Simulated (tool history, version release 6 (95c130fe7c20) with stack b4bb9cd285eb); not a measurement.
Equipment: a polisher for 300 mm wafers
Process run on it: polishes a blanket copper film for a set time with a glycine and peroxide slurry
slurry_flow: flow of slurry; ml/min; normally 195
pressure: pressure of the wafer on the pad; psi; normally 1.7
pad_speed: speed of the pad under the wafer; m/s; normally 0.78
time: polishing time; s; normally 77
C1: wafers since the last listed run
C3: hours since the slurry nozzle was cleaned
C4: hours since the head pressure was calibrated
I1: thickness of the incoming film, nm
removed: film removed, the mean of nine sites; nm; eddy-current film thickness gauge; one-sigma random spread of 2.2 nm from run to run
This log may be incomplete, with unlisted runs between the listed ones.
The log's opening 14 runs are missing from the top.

At hour 971.8: worn pad replaced by a new one.
Run 15, hour 993.6: usual settings; C1 314; wafers polished on this pad 143; C3 69.9; C4 362.3; I1 1069.4. Result: removed 202.3 nm.
Run 16, hour 1095.0: usual settings but pressure 2.2 psi; C1 668; wafers polished on this pad 812; C3 171.3; C4 463.7; I1 1051.5. Result: removed 216.9 nm.
At hour 1151.9: head pressure recalibrated.
Run 17, hour 1178.5: usual settings but time 51 s; C1 537; wafers polished on this pad 1349; C3 254.8; C4 26.6; I1 1063.2. Result: removed 130.0 nm.
Run 18, hour 1266.2: usual settings but slurry_flow 150 ml/min; C1 578; wafers polished on this pad 1927; C3 342.5; C4 114.3; I1 1063.9. Result: removed 181.9 nm.
Run 19, hour 1366.2: usual settings; C1 659; wafers polished on this pad 2586; C3 442.5; C4 214.3; I1 1057.1. Result: removed 185.2 nm.
Run 20, hour 1412.9: usual settings but slurry_flow 155 ml/min, pressure 2.0 psi, pad_speed 0.62 m/s, time 95 s; C1 307; wafers polished on this pad 2894; C3 489.2; C4 261.0; I1 1058.4. Result: removed 215.4 nm.
At hour 1442.1: slurry nozzle cleaned.
At hour 1466.1: worn pad replaced by a new one.
Run 21, hour 1498.8: usual settings but slurry_flow 230 ml/min, pressure 1.5 psi, time 63 s; C1 533; wafers polished on this pad 215; C3 56.7; C4 346.9; I1 1041.1. Result: removed 149.3 nm.
Run 22, hour 1600.2: usual settings but slurry_flow 265 ml/min, pad_speed 0.86 m/s, time 56 s; C1 668; wafers polished on this pad 883; C3 158.1; C4 448.3; I1 1056.8. Result: removed 143.9 nm.
At hour 1624.4: head pressure recalibrated.
Run 23, hour 1638.1: usual settings but pad_speed 0.94 m/s; C1 236; wafers polished on this pad 1120; C3 196.0; C4 13.7; I1 1082.6. Result: removed 211.5 nm.
Run 24, hour 1696.6: usual settings but pad_speed 0.94 m/s; C1 385; wafers polished on this pad 1506; C3 254.5; C4 72.2; I1 1061.5. Result: removed 210.1 nm.
Run 25, hour 1781.2: usual settings but pressure 1.3 psi, pad_speed 0.96 m/s, time 51 s; C1 557; wafers polished on this pad 2063; C3 339.1; C4 156.8; I1 1049.1. Result: removed 114.8 nm.
Run 26, hour 1834.8: usual settings but slurry_flow 240 ml/min, pressure 2.1 psi, pad_speed 0.88 m/s, time 89 s; C1 353; wafers polished on this pad 2417; C3 392.7; C4 210.4; I1 1062.3. Result: removed 269.0 nm.
At hour 1848.9: slurry nozzle cleaned.
Run 27, hour 1906.4: usual settings but pressure 1.2 psi, time 70 s; C1 465; wafers polished on this pad 2882; C3 57.5; C4 282.0; I1 1064.9. Result: removed 128.8 nm.
At hour 1984.7: worn pad replaced by a new one.
Run 28, hour 2007.4: usual settings but pad_speed 0.56 m/s; C1 639; wafers polished on this pad 149; C3 158.5; C4 383.0; I1 1053.1. Result: removed 167.9 nm.
Run 29, hour 2060.6: usual settings but slurry_flow 215 ml/min, pressure 2.2 psi; C1 350; wafers polished on this pad 500; C3 211.7; C4 436.2; I1 1045.8. Result: removed 223.4 nm.
Run 30, hour 2099.9: usual settings but slurry_flow 155 ml/min, time 94 s; C1 259; wafers polished on this pad 759; C3 251.0; C4 475.5; I1 1065.3. Result: removed 211.5 nm.
At hour 2127.1: head pressure recalibrated.
Run 31, hour 2173.6: usual settings but slurry_flow 145 ml/min; C1 472; wafers polished on this pad 1231; C3 324.7; C4 46.5; I1 1053.0. Result: removed 180.9 nm.
Run 32, hour 2244.1: usual settings but slurry_flow 170 ml/min, pad_speed 0.94 m/s; C1 464; wafers polished on this pad 1696; C3 395.2; C4 117.0; I1 1058.8. Result: removed 204.7 nm.
At hour 2284.7: slurry nozzle cleaned.
Run 33, hour 2332.5: usual settings; C1 576; wafers polished on this pad 2272; C3 47.8; C4 205.4; I1 1045.7. Result: removed 185.7 nm.

Alternative continuations, all from the tool just after run 33; predict every row:
Run A, hour 2332.9: usual settings; C1 2; wafers polished on this pad 2275; C3 48.2; C4 205.8; I1 1052.8. Result: removed ?.
Run B, hour 2332.9: usual settings but slurry_flow 215 ml/min, pad_speed 1.02 m/s; C1 2; wafers polished on this pad 2275; C3 48.2; C4 205.8; I1 1052.8. Result: removed ?.
Run C, hour 2332.9: usual settings but slurry_flow 150 ml/min, pad_speed 1.02 m/s, time 64 s; C1 2; wafers polished on this pad 2275; C3 48.2; C4 205.8; I1 1052.8. Result: removed ?.
Run D, hour 2332.9: usual settings but slurry_flow 150 ml/min, time 91 s; C1 2; wafers polished on this pad 2275; C3 48.2; C4 205.8; I1 1052.8. Result: removed ?.
Run E, hour 2332.9: usual settings but pad_speed 1.02 m/s; C1 2; wafers polished on this pad 2275; C3 48.2; C4 205.8; I1 1052.8. Result: removed ?.

run  removed
  A    182.7
  B    214.1
  C    168.7
  D    207.2
  E    211.4
The same runs, with their run-to-run variation unchanged, on a tool lacking any hidden condition would have given:
run  removed
  A    210.8
  B    247.5
  C    195.0
  D    239.2
  E    244.4

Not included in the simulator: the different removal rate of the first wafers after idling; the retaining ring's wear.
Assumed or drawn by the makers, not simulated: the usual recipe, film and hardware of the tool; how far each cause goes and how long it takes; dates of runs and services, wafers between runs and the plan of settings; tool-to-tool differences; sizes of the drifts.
